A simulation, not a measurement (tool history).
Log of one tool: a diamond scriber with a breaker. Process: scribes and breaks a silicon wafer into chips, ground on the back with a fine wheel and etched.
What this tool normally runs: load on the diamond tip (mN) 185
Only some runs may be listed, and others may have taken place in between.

| run | hour | load on the diamond tip (mN) | incoming depth of the damage left on the back of the incoming wafer, um | depth of the median crack under the scribed line (µm) | chips rejected at inspection after the break (%) |
|---|---|---|---|---|---|
| 1 | 0.0 | 185 | 0.69 | 9.40 | 3.62 |
|  | 63.0 | load on the tip recalibrated |
| 2 | 187.9 | 185 | 0.30 | 8.64 | 11.01 |
| 3 | 250.9 | 185 | 0.70 | 8.84 | 9.73 |
| 4 | 340.8 | 185 | 0.58 | 8.94 | 7.92 |
| 5 | 377.0 | 185 | 0.64 | 8.99 | 8.11 |
| 6 | 401.3 | 185 | 0.66 | 8.91 | 7.84 |
|  | 461.5 | load on the tip recalibrated |
|  | 490.5 | diamond tip replaced by a new one |
| 7 | 603.0 | 185 | 0.33 | 10.18 | 0.91 |
| 8 | 638.9 | 131 | 0.59 | 7.95 | 17.37 |
| 9 | 671.1 | 139 | 0.44 | 8.30 | 15.11 |
| 10 | 698.5 | 225 | 0.66 | 10.76 | 2.00 |
| 11 | 885.0 | 185 | 0.31 | 9.72 | 1.85 |
|  | 911.8 | load on the tip recalibrated |
| 12 | 918.0 | 163 | 0.60 | 8.34 | 17.74 |
| 13 | 979.1 | 217 | 0.70 | 9.86 | 1.68 |
| 14 | 1019.2 | 185 | 0.33 | 8.88 | 8.03 |

Below are 4 alternative next runs, each starting from the tool's condition after run 14. Predict each:
| A | 1019.8 | 167 | 0.50 | ? | ? |
| B | 1019.8 | 153 | 0.50 | ? | ? |
| C | 1019.8 | 150 | 0.50 | ? | ? |
| D | 1019.8 | 168 | 0.50 | ? | ? |

| run | depth of the median crack under the scribed line (µm) | chips rejected at inspection after the break (%) |
|---|---|---|
| A | 8.36 | 16.05 |
| B | 7.92 | 23.61 |
| C | 7.83 | 25.44 |
| D | 8.39 | 15.57 |
Stripped of hidden state, with their random variation kept, the same runs would have yielded:
| run | depth of the median crack under the scribed line (µm) | chips rejected at inspection after the break (%) |
|---|---|---|
| A | 9.78 | 1.88 |
| B | 9.27 | 5.12 |
| C | 9.16 | 6.10 |
| D | 9.81 | 1.73 |

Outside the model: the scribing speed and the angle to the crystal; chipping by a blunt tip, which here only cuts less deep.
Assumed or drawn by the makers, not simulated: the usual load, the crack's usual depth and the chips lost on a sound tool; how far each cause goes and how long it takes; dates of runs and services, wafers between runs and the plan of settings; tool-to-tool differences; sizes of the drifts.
